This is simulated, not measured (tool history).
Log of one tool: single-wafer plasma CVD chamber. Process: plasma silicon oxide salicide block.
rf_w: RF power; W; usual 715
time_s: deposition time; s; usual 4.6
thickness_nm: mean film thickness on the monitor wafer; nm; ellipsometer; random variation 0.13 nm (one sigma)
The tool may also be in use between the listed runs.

run    hour  rf_w  time_s  read-back reference wafer on the same gauge, thickness_nm  thickness_nm
  1       0   715    4.32                                                     44.712        45.522
  2    40.5   715    4.32                                                     44.691        45.415
  3   127.8   715    4.32                                                     44.703        45.501
  4   429.4   715     4.6                                                     44.689        48.229
  5   529.5   715     4.6                                                     44.688        48.209
  6   616.7   715     4.6                                                     44.705        48.281
  7   683.2   715     4.6                                                      44.72        48.116
  8   765.1   715    5.34                                                     44.698        55.846
  9   817.2   715    5.34                                                     44.723        55.765
      877.9  -- RF generator calibrated
 10   882.8   715     4.6                                                     44.685        48.794
 11   946.7   715     4.6                                                     44.703        48.884
 12  1023.7   715     4.6                                                     44.687        48.781
 13  1072.8   715    4.38                                                     44.707        46.335
     1107.2  -- gauge calibrated
 14  1114.4   715    4.38                                                     44.713        46.557
 15  1189.2   715    5.19                                                      44.71        55.089
 16  1293.7   670    5.06                                                     44.676         52.74
 17  1331.6   850    4.36                                                     44.691        47.571
 18  1388.7   715    3.98                                                      44.69        42.278
 19  1469.1   715    4.86                                                     44.703        51.522
 20  1507.9   715    4.23                                                     44.667        44.467
 21  1586.8   715    4.32                                                     44.698        45.513
     1598.5  -- showerhead replaced
 22  1639.9   625    5.01                                                     44.709        51.739
 23  1741.8   605     5.2                                                      44.71        53.422
 24  1844.1   715    4.38                                                     44.687        46.119
 25  1895.9   660     4.6                                                     44.709         48.03
 26  1994.1   635       5                                                     44.684        51.518
 27  2090.6   605    3.74                                                     44.702        38.288
 28  2154.9   715     4.6                                                     44.686        48.596

Forecast each of these 4 alternatives for the next run:
  A  2155.3   580     4.6                                                          ?             ?
  B  2155.3   815    3.71                                                          ?             ?
  C  2155.3   840    4.04                                                          ?             ?
  D  2155.3   620    4.13                                                          ?             ?

run  read-back reference wafer on the same gauge, thickness_nm  thickness_nm
  A                                                     44.692        46.701
  B                                                     44.692        40.072
  C                                                     44.692        43.895
  D                                                     44.692        42.414
Without the tool's hidden state the same runs would have given:
run  thickness_nm
  A         47.16
  B        40.466
  C        44.326
  D        42.831
